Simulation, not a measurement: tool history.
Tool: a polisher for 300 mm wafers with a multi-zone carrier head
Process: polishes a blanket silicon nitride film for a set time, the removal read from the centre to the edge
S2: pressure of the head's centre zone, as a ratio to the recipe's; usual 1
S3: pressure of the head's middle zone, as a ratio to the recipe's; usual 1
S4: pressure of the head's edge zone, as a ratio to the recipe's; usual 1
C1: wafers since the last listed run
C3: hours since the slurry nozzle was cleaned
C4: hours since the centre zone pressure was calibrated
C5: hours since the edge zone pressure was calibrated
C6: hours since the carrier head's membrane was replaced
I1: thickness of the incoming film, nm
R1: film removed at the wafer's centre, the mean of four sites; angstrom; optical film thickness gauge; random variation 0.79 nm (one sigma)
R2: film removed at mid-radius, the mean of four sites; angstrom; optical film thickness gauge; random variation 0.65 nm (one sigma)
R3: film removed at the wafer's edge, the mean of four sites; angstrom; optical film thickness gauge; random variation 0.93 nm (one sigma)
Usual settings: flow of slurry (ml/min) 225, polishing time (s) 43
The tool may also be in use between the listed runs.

{"run": 1, "hour": 0.0, "flow of slurry (ml/min)": 225, "S2": 1, "S3": 1.06, "S4": 1, "polishing time (s)": 52, "C1": 0, "wafers polished on this pad": 652, "C3": 577.3, "C4": 523.7, "C5": 608.2, "C6": 540.5, "I1": 600.4, "R1": 1045, "R2": 1139, "R3": 1090}
{"run": 2, "hour": 95.6, "flow of slurry (ml/min)": 225, "S2": 1, "S3": 1, "S4": 1, "polishing time (s)": 43, "C1": 1017, "wafers polished on this pad": 1670, "C3": 672.9, "C4": 619.3, "C5": 703.8, "C6": 636.1, "I1": 604.2, "R1": 858, "R2": 889, "R3": 909}
{"run": 3, "hour": 181.5, "flow of slurry (ml/min)": 225, "S2": 1, "S3": 1, "S4": 1, "polishing time (s)": 43, "C1": 914, "wafers polished on this pad": 2585, "C3": 758.8, "C4": 705.2, "C5": 789.7, "C6": 722, "I1": 600.5, "R1": 838, "R2": 888, "R3": 909}
{"hour": 204.3, "done": "centre zone pressure recalibrated"}
{"hour": 221.0, "done": "slurry nozzle cleaned"}
{"run": 4, "hour": 231.0, "flow of slurry (ml/min)": 225, "S2": 1, "S3": 1, "S4": 1, "polishing time (s)": 43, "C1": 495, "wafers polished on this pad": 3080, "C3": 10, "C4": 26.7, "C5": 839.2, "C6": 771.5, "I1": 596.5, "R1": 883, "R2": 892, "R3": 891}
{"run": 5, "hour": 270.8, "flow of slurry (ml/min)": 225, "S2": 1, "S3": 1, "S4": 1, "polishing time (s)": 43, "C1": 423, "wafers polished on this pad": 3504, "C3": 49.8, "C4": 66.5, "C5": 879, "C6": 811.3, "I1": 599, "R1": 879, "R2": 881, "R3": 912}
{"hour": 275.5, "done": "worn pad replaced by a new one"}
{"run": 6, "hour": 435.0, "flow of slurry (ml/min)": 225, "S2": 1.04, "S3": 1, "S4": 1, "polishing time (s)": 43, "C1": 1705, "wafers polished on this pad": 1697, "C3": 214, "C4": 230.7, "C5": 1043.2, "C6": 975.5, "I1": 596.7, "R1": 892, "R2": 883, "R3": 901}
{"run": 7, "hour": 530.8, "flow of slurry (ml/min)": 225, "S2": 1.04, "S3": 1, "S4": 1, "polishing time (s)": 43, "C1": 1019, "wafers polished on this pad": 2717, "C3": 309.8, "C4": 326.5, "C5": 1139, "C6": 1071.3, "I1": 602.5, "R1": 905, "R2": 876, "R3": 914}
{"hour": 591.1, "done": "worn pad replaced by a new one"}
{"run": 8, "hour": 624.6, "flow of slurry (ml/min)": 225, "S2": 1, "S3": 1, "S4": 1, "polishing time (s)": 43, "C1": 956, "wafers polished on this pad": 356, "C3": 403.6, "C4": 420.3, "C5": 1232.8, "C6": 1165.1, "I1": 601.8, "R1": 858, "R2": 875, "R3": 903}
{"run": 9, "hour": 688.6, "flow of slurry (ml/min)": 190, "S2": 0.97, "S3": 1, "S4": 1, "polishing time (s)": 43, "C1": 681, "wafers polished on this pad": 1038, "C3": 467.6, "C4": 484.3, "C5": 1296.8, "C6": 1229.1, "I1": 600.4, "R1": 806, "R2": 880, "R3": 905}
{"run": 10, "hour": 772.2, "flow of slurry (ml/min)": 200, "S2": 1, "S3": 1, "S4": 1, "polishing time (s)": 39, "C1": 890, "wafers polished on this pad": 1928, "C3": 551.2, "C4": 567.9, "C5": 1380.4, "C6": 1312.7, "I1": 599.5, "R1": 753, "R2": 803, "R3": 818}
{"run": 11, "hour": 819.3, "flow of slurry (ml/min)": 225, "S2": 0.95, "S3": 1, "S4": 1, "polishing time (s)": 52, "C1": 501, "wafers polished on this pad": 2429, "C3": 598.3, "C4": 615, "C5": 1427.5, "C6": 1359.8, "I1": 593.9, "R1": 967, "R2": 1081, "R3": 1088}
{"run": 12, "hour": 868.6, "flow of slurry (ml/min)": 225, "S2": 1, "S3": 1, "S4": 1, "polishing time (s)": 58, "C1": 524, "wafers polished on this pad": 2954, "C3": 647.6, "C4": 664.3, "C5": 1476.8, "C6": 1409.1, "I1": 589.9, "R1": 1132, "R2": 1194, "R3": 1238}
{"hour": 895.5, "done": "worn pad replaced by a new one"}
{"hour": 906.8, "done": "centre zone pressure recalibrated"}
{"hour": 929.9, "done": "edge zone pressure recalibrated"}
{"run": 13, "hour": 976.5, "flow of slurry (ml/min)": 225, "S2": 1, "S3": 1, "S4": 1, "polishing time (s)": 43, "C1": 1063, "wafers polished on this pad": 819, "C3": 755.5, "C4": 69.7, "C5": 46.6, "C6": 1517, "I1": 604.9, "R1": 903, "R2": 882, "R3": 916}
{"hour": 1026.2, "done": "carrier head's membrane replaced by a new one"}
{"run": 14, "hour": 1064.9, "flow of slurry (ml/min)": 225, "S2": 1, "S3": 1, "S4": 1, "polishing time (s)": 43, "C1": 887, "wafers polished on this pad": 1707, "C3": 843.9, "C4": 158.1, "C5": 135, "C6": 38.7, "I1": 602.3, "R1": 892, "R2": 888, "R3": 901}
{"hour": 1134.3, "done": "slurry nozzle cleaned"}
{"hour": 1162.1, "done": "worn pad replaced by a new one"}
{"run": 15, "hour": 1162.6, "flow of slurry (ml/min)": 225, "S2": 1, "S3": 1.08, "S4": 1, "polishing time (s)": 43, "C1": 986, "wafers polished on this pad": 5, "C3": 28.3, "C4": 255.8, "C5": 232.7, "C6": 136.4, "I1": 600.9, "R1": 871, "R2": 957, "R3": 915}
{"run": 16, "hour": 1266.3, "flow of slurry (ml/min)": 225, "S2": 0.88, "S3": 0.92, "S4": 0.89, "polishing time (s)": 43, "C1": 1104, "wafers polished on this pad": 1109, "C3": 132, "C4": 359.5, "C5": 336.4, "C6": 240.1, "I1": 589.6, "R1": 763, "R2": 829, "R3": 864}
{"run": 17, "hour": 1335.5, "flow of slurry (ml/min)": 275, "S2": 1, "S3": 1, "S4": 1.05, "polishing time (s)": 43, "C1": 736, "wafers polished on this pad": 1846, "C3": 201.2, "C4": 428.7, "C5": 405.6, "C6": 309.3, "I1": 605.8, "R1": 889, "R2": 903, "R3": 949}
{"run": 18, "hour": 1381.3, "flow of slurry (ml/min)": 225, "S2": 1, "S3": 0.91, "S4": 1, "polishing time (s)": 43, "C1": 487, "wafers polished on this pad": 2333, "C3": 247, "C4": 474.5, "C5": 451.4, "C6": 355.1, "I1": 594.5, "R1": 857, "R2": 812, "R3": 914}
{"hour": 1455.7, "done": "worn pad replaced by a new one"}
{"run": 19, "hour": 1480.2, "flow of slurry (ml/min)": 190, "S2": 0.97, "S3": 1, "S4": 1, "polishing time (s)": 43, "C1": 1010, "wafers polished on this pad": 260, "C3": 345.9, "C4": 573.4, "C5": 550.3, "C6": 454, "I1": 595.1, "R1": 806, "R2": 870, "R3": 880}

Some steps in R1 between neighbouring runs. How much of each would the tool show without its hidden state too (settings, what came in, random variation), and how much is left for the hidden state, with any gauge scatter that isn't in both results?
The hidden state here: removal rate lost through wear of the pad, %; slurry flow missing at the pad, %; deviation of the centre zone's pressure from its setpoint, %; deviation of the edge zone's pressure from its setpoint, %.
Run 12 -> 13: polishing time (s) 58 -> 43, worn pad replaced by a new one, centre zone pressure recalibrated, edge zone pressure recalibrated. R1 -229 angstrom: hidden state +77, all else -306.

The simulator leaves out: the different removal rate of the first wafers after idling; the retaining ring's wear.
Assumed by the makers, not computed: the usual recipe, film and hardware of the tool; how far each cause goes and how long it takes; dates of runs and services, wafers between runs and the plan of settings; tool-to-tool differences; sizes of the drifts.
